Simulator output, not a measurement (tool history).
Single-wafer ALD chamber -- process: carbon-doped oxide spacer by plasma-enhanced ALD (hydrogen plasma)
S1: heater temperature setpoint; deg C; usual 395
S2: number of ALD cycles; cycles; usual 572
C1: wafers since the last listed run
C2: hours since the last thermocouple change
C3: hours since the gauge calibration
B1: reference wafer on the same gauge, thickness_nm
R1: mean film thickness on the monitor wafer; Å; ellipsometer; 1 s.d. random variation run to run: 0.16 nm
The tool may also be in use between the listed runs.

Run 1, hour 0.0: usual settings; C1 0; C2 1851.3; C3 240.9; B1 31.355. Result: R1 280.35 Å.
Run 2, hour 60.2: usual settings; C1 52; C2 1911.5; C3 301.1; B1 31.393. Result: R1 282.74 Å.
Run 3, hour 107.2: usual settings but S2 500 cycles; C1 40; C2 1958.5; C3 348.1; B1 31.309. Result: R1 243.58 Å.
Run 4, hour 138.4: usual settings but S2 500 cycles; C1 27; C2 1989.7; C3 379.3; B1 31.382. Result: R1 240.34 Å.
Run 5, hour 188.3: usual settings; C1 43; C2 2039.6; C3 429.2; B1 31.326. Result: R1 278.03 Å.
Run 6, hour 239.5: usual settings but S1 387 deg C; C1 44; C2 2090.8; C3 480.4; B1 31.335. Result: R1 279.80 Å.
Run 7, hour 269.9: usual settings; C1 26; C2 2121.2; C3 510.8; B1 31.161. Result: R1 279.98 Å.
Run 8, hour 343.9: usual settings but S1 391 deg C; C1 64; C2 2195.2; C3 584.8; B1 31.252. Result: R1 276.90 Å.
Run 9, hour 531.0: usual settings; C1 162; C2 2382.3; C3 771.9; B1 31.183. Result: R1 276.07 Å.
Run 10, hour 565.1: usual settings; C1 29; C2 2416.4; C3 806.0; B1 31.087. Result: R1 274.53 Å.
Run 11, hour 612.0: usual settings but S1 404 deg C, S2 600 cycles; C1 40; C2 2463.3; C3 852.9; B1 31.155. Result: R1 284.11 Å.
Run 12, hour 659.6: usual settings but S1 404 deg C, S2 600 cycles; C1 41; C2 2510.9; C3 900.5; B1 31.030. Result: R1 286.25 Å.
Run 13, hour 720.2: usual settings but S1 404 deg C, S2 600 cycles; C1 52; C2 2571.5; C3 961.1; B1 30.915. Result: R1 285.69 Å.

What will run 14 give?
At hour 730.1: thermocouple changed; heater temperature recalibrated.
Run 14, hour 761.9: usual settings but S1 408 deg C, S2 627 cycles; C1 29; C2 31.8; C3 1002.8; B1 ?. Result: R1 ?.

B1: 30.912
R1: 294.16 Å
Take away the tool's hidden state, keep the run-to-run variation as it was, and the same run would have given R1 298.06 Å.

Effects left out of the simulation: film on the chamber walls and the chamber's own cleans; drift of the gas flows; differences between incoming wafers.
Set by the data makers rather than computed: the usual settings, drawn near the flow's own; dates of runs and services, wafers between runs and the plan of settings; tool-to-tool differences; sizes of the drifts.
